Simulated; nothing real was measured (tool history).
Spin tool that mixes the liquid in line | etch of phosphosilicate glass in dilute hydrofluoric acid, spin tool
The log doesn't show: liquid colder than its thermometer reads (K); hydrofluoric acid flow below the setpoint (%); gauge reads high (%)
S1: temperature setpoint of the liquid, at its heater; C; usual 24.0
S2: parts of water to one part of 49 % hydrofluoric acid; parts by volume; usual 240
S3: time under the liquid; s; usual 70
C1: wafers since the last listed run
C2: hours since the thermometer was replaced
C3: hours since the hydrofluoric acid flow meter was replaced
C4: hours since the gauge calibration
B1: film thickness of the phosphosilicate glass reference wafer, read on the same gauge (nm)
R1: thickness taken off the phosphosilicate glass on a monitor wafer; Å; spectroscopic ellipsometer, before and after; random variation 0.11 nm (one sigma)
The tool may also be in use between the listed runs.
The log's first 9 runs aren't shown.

run 10 hour=231.3 | S1=24.0 S2=285 S3=50 | C1=439 C2=666.5 C3=318.3 C4=504.8 | B1=149.99 | R1=148.6
-- hour=242.6 gauge calibrated
run 11 hour=251.8 | S1=24.0 S2=240 S3=70 | C1=326 C2=687.0 C3=338.8 C4=9.2 | B1=149.99 | R1=256.0
-- hour=261.6 thermometer replaced
-- hour=263.2 hydrofluoric acid flow meter replaced
run 12 hour=287.3 | S1=24.0 S2=240 S3=70 | C1=533 C2=25.7 C3=24.1 C4=44.7 | B1=150.00 | R1=264.6
run 13 hour=307.5 | S1=24.0 S2=240 S3=70 | C1=321 C2=45.9 C3=44.3 C4=64.9 | B1=150.04 | R1=263.2
run 14 hour=321.8 | S1=24.0 S2=240 S3=70 | C1=227 C2=60.2 C3=58.6 C4=79.2 | B1=149.94 | R1=265.0
run 15 hour=355.9 | S1=21.0 S2=240 S3=70 | C1=543 C2=94.3 C3=92.7 C4=113.3 | B1=149.99 | R1=235.2
run 16 hour=369.3 | S1=24.0 S2=240 S3=95 | C1=213 C2=107.7 C3=106.1 C4=126.7 | B1=149.98 | R1=358.0
run 17 hour=395.5 | S1=24.0 S2=240 S3=70 | C1=417 C2=133.9 C3=132.3 C4=152.9 | B1=150.05 | R1=261.7
run 18 hour=418.0 | S1=26.0 S2=175 S3=45 | C1=358 C2=156.4 C3=154.8 C4=175.4 | B1=149.96 | R1=266.2
run 19 hour=448.4 | S1=24.0 S2=205 S3=45 | C1=484 C2=186.8 C3=185.2 C4=205.8 | B1=149.98 | R1=203.2
run 20 hour=464.9 | S1=28.5 S2=240 S3=70 | C1=262 C2=203.3 C3=201.7 C4=222.3 | B1=149.96 | R1=305.2
run 21 hour=500.3 | S1=29.0 S2=290 S3=50 | C1=563 C2=238.7 C3=237.1 C4=257.7 | B1=150.04 | R1=172.2
run 22 hour=513.8 | S1=21.5 S2=240 S3=70 | C1=214 C2=252.2 C3=250.6 C4=271.2 | B1=150.03 | R1=236.4
run 23 hour=543.1 | S1=24.0 S2=285 S3=80 | C1=466 C2=281.5 C3=279.9 C4=300.5 | B1=149.97 | R1=238.3
run 24 hour=563.6 | S1=24.0 S2=300 S3=70 | C1=326 C2=302.0 C3=300.4 C4=321.0 | B1=150.00 | R1=194.7
run 25 hour=590.3 | S1=24.0 S2=240 S3=70 | C1=425 C2=328.7 C3=327.1 C4=347.7 | B1=149.97 | R1=259.4
run 26 hour=623.3 | S1=27.5 S2=240 S3=95 | C1=525 C2=361.7 C3=360.1 C4=380.7 | B1=149.96 | R1=392.1
run 27 hour=639.0 | S1=24.0 S2=240 S3=70 | C1=250 C2=377.4 C3=375.8 C4=396.4 | B1=149.98 | R1=255.2
run 28 hour=659.3 | S1=24.0 S2=240 S3=70 | C1=323 C2=397.7 C3=396.1 C4=416.7 | B1=150.03 | R1=255.4
run 29 hour=677.1 | S1=28.5 S2=135 S3=100 | C1=283 C2=415.5 C3=413.9 C4=434.5 | B1=150.00 | R1=857.9
run 30 hour=709.1 | S1=25.5 S2=125 S3=35 | C1=509 C2=447.5 C3=445.9 C4=466.5 | B1=150.04 | R1=294.0

Forecast each of these 5 alternatives for the next run:
run A hour=709.5 | S1=24.0 S2=240 S3=70 | C1=6 C2=447.9 C3=446.3 C4=466.9 | B1=? | R1=?
run B hour=709.5 | S1=24.0 S2=240 S3=80 | C1=6 C2=447.9 C3=446.3 C4=466.9 | B1=? | R1=?
run C hour=709.5 | S1=27.5 S2=325 S3=50 | C1=6 C2=447.9 C3=446.3 C4=466.9 | B1=? | R1=?
run D hour=709.5 | S1=22.0 S2=185 S3=35 | C1=6 C2=447.9 C3=446.3 C4=466.9 | B1=? | R1=?
run E hour=709.5 | S1=24.0 S2=160 S3=50 | C1=6 C2=447.9 C3=446.3 C4=466.9 | B1=? | R1=?

run=A B1=149.98 R1=254.2
run=B B1=149.98 R1=290.5
run=C B1=149.98 R1=138.1
run=D B1=149.98 R1=162.5
run=E B1=149.98 R1=297.7
Without the tool's hidden state the same runs would have given:
run=A R1=267.1
run=B R1=305.3
run=C R1=145.6
run=D R1=170.3
run=E R1=311.9
